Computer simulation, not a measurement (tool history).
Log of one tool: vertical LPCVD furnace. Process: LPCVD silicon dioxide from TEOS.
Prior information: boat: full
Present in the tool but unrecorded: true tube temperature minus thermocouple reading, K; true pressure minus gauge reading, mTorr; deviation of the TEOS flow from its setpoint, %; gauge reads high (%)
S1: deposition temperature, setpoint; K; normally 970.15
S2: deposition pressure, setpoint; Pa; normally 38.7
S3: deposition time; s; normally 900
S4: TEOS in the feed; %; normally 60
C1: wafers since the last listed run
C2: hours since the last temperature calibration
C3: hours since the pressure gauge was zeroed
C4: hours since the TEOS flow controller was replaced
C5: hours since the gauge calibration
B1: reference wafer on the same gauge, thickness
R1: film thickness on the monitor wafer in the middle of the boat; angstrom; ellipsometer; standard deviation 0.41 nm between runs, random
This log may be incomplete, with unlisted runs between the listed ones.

{"run": 1, "hour": 0.0, "S1": 970.15, "S2": 38.7, "S3": 900, "S4": 60, "C1": 0, "C2": 3737.9, "C3": 4204.0, "C4": 4748.8, "C5": 126.9, "B1": 82.3, "R1": 1042.2}
{"run": 2, "hour": 24.8, "S1": 970.15, "S2": 38.7, "S3": 900, "S4": 60, "C1": 264, "C2": 3762.7, "C3": 4228.8, "C4": 4773.6, "C5": 151.7, "B1": 82.16, "R1": 1035.2}
{"run": 3, "hour": 46.7, "S1": 970.15, "S2": 38.7, "S3": 900, "S4": 60, "C1": 233, "C2": 3784.6, "C3": 4250.7, "C4": 4795.5, "C5": 173.6, "B1": 82.31, "R1": 1031.2}
{"run": 4, "hour": 81.0, "S1": 970.15, "S2": 38.7, "S3": 900, "S4": 60, "C1": 365, "C2": 3818.9, "C3": 4285.0, "C4": 4829.8, "C5": 207.9, "B1": 82.14, "R1": 1032.3}
{"run": 5, "hour": 101.7, "S1": 970.15, "S2": 38.7, "S3": 900, "S4": 60, "C1": 220, "C2": 3839.6, "C3": 4305.7, "C4": 4850.5, "C5": 228.6, "B1": 82.15, "R1": 1036.3}
{"run": 6, "hour": 121.2, "S1": 970.15, "S2": 31.3, "S3": 900, "S4": 60, "C1": 207, "C2": 3859.1, "C3": 4325.2, "C4": 4870.0, "C5": 248.1, "B1": 82.26, "R1": 933.4}
{"run": 7, "hour": 153.2, "S1": 970.15, "S2": 31.3, "S3": 900, "S4": 60, "C1": 341, "C2": 3891.1, "C3": 4357.2, "C4": 4902.0, "C5": 280.1, "B1": 82.12, "R1": 937.8}
{"run": 8, "hour": 188.1, "S1": 970.15, "S2": 38.7, "S3": 900, "S4": 60, "C1": 372, "C2": 3926.0, "C3": 4392.1, "C4": 4936.9, "C5": 315.0, "B1": 82.28, "R1": 1046.0}
{"run": 9, "hour": 219.7, "S1": 970.15, "S2": 34.0, "S3": 900, "S4": 60, "C1": 336, "C2": 3957.6, "C3": 4423.7, "C4": 4968.5, "C5": 346.6, "B1": 82.35, "R1": 974.6}
{"run": 10, "hour": 250.8, "S1": 970.15, "S2": 34.0, "S3": 900, "S4": 60, "C1": 331, "C2": 3988.7, "C3": 4454.8, "C4": 4999.6, "C5": 377.7, "B1": 82.11, "R1": 975.6}
{"run": 11, "hour": 355.4, "S1": 970.15, "S2": 38.7, "S3": 630, "S4": 60, "C1": 1115, "C2": 4093.3, "C3": 4559.4, "C4": 5104.2, "C5": 482.3, "B1": 82.24, "R1": 730.4}
{"run": 12, "hour": 385.9, "S1": 970.15, "S2": 38.7, "S3": 900, "S4": 60, "C1": 325, "C2": 4123.8, "C3": 4589.9, "C4": 5134.7, "C5": 512.8, "B1": 82.18, "R1": 1050.4}
{"hour": 434.0, "done": "pressure gauge zeroed"}
{"run": 13, "hour": 434.5, "S1": 981.15, "S2": 44.7, "S3": 750, "S4": 64, "C1": 262, "C2": 4172.4, "C3": 0.5, "C4": 5183.3, "C5": 561.4, "B1": 82.14, "R1": 1241.4}
{"hour": 444.1, "done": "gauge calibrated"}
{"run": 14, "hour": 450.0, "S1": 970.15, "S2": 38.7, "S3": 900, "S4": 60, "C1": 165, "C2": 4187.9, "C3": 16.0, "C4": 5198.8, "C5": 5.9, "B1": 82.28, "R1": 1052.7}
{"run": 15, "hour": 463.0, "S1": 970.15, "S2": 38.7, "S3": 900, "S4": 60, "C1": 138, "C2": 4200.9, "C3": 29.0, "C4": 5211.8, "C5": 18.9, "B1": 82.22, "R1": 1054.6}
{"hour": 493.8, "done": "thermocouples replaced and temperature profile calibrated"}
{"run": 16, "hour": 494.3, "S1": 970.15, "S2": 38.7, "S3": 1050, "S4": 60, "C1": 77, "C2": 0.5, "C3": 60.3, "C4": 5243.1, "C5": 50.2, "B1": 82.3, "R1": 1294.7}
{"run": 17, "hour": 505.0, "S1": 960.15, "S2": 44.7, "S3": 1200, "S4": 68, "C1": 114, "C2": 11.2, "C3": 71.0, "C4": 5253.8, "C5": 60.9, "B1": 82.32, "R1": 1336.7}
{"run": 18, "hour": 539.7, "S1": 981.15, "S2": 44.7, "S3": 750, "S4": 64, "C1": 369, "C2": 45.9, "C3": 105.7, "C4": 5288.5, "C5": 95.6, "B1": 82.2, "R1": 1334.3}
{"hour": 578.9, "done": "TEOS flow controller replaced"}
{"run": 19, "hour": 579.4, "S1": 960.15, "S2": 42.7, "S3": 900, "S4": 60, "C1": 167, "C2": 85.6, "C3": 145.4, "C4": 0.5, "C5": 135.3, "B1": 82.18, "R1": 921.2}
{"run": 20, "hour": 584.1, "S1": 970.15, "S2": 36.0, "S3": 1050, "S4": 60, "C1": 50, "C2": 90.3, "C3": 150.1, "C4": 5.2, "C5": 140.0, "B1": 82.22, "R1": 1256.4}
{"hour": 629.9, "done": "thermocouples replaced and temperature profile calibrated, repeated, since the last time left the tool worse"}
{"run": 21, "hour": 630.4, "S1": 981.15, "S2": 47.3, "S3": 720, "S4": 68, "C1": 237, "C2": 0.5, "C3": 196.4, "C4": 51.5, "C5": 186.3, "B1": 82.27, "R1": 1211.7}
{"run": 22, "hour": 635.2, "S1": 970.15, "S2": 38.7, "S3": 1080, "S4": 64, "C1": 51, "C2": 5.3, "C3": 201.2, "C4": 56.3, "C5": 191.1, "B1": 82.19, "R1": 1233.7}
{"run": 23, "hour": 647.8, "S1": 970.15, "S2": 38.7, "S3": 900, "S4": 60, "C1": 134, "C2": 17.9, "C3": 213.8, "C4": 68.9, "C5": 203.7, "B1": 82.29, "R1": 988.4}
{"run": 24, "hour": 663.4, "S1": 966.15, "S2": 38.7, "S3": 900, "S4": 60, "C1": 166, "C2": 33.5, "C3": 229.4, "C4": 84.5, "C5": 219.3, "B1": 82.27, "R1": 899.7}
{"run": 25, "hour": 689.2, "S1": 970.15, "S2": 38.7, "S3": 570, "S4": 56, "C1": 275, "C2": 59.3, "C3": 255.2, "C4": 110.3, "C5": 245.1, "B1": 82.04, "R1": 606.9}
{"run": 26, "hour": 709.6, "S1": 970.15, "S2": 38.7, "S3": 900, "S4": 60, "C1": 217, "C2": 79.7, "C3": 275.6, "C4": 130.7, "C5": 265.5, "B1": 82.22, "R1": 996.1}
{"run": 27, "hour": 722.7, "S1": 970.15, "S2": 38.7, "S3": 900, "S4": 60, "C1": 139, "C2": 92.8, "C3": 288.7, "C4": 143.8, "C5": 278.6, "B1": 82.28, "R1": 994.7}

What does the tool deliver on the next run?
{"run": 28, "hour": 754.4, "S1": 970.15, "S2": 29.3, "S3": 1230, "S4": 54, "C1": 337, "C2": 124.5, "C3": 320.4, "C4": 175.5, "C5": 310.3, "B1": "?", "R1": "?"}

{"run 28": {"B1": 82.3, "R1": 1125.9}}
With the hidden condition absent and the run-to-run variation left alone, this run would have shown R1 1115.5 angstrom.
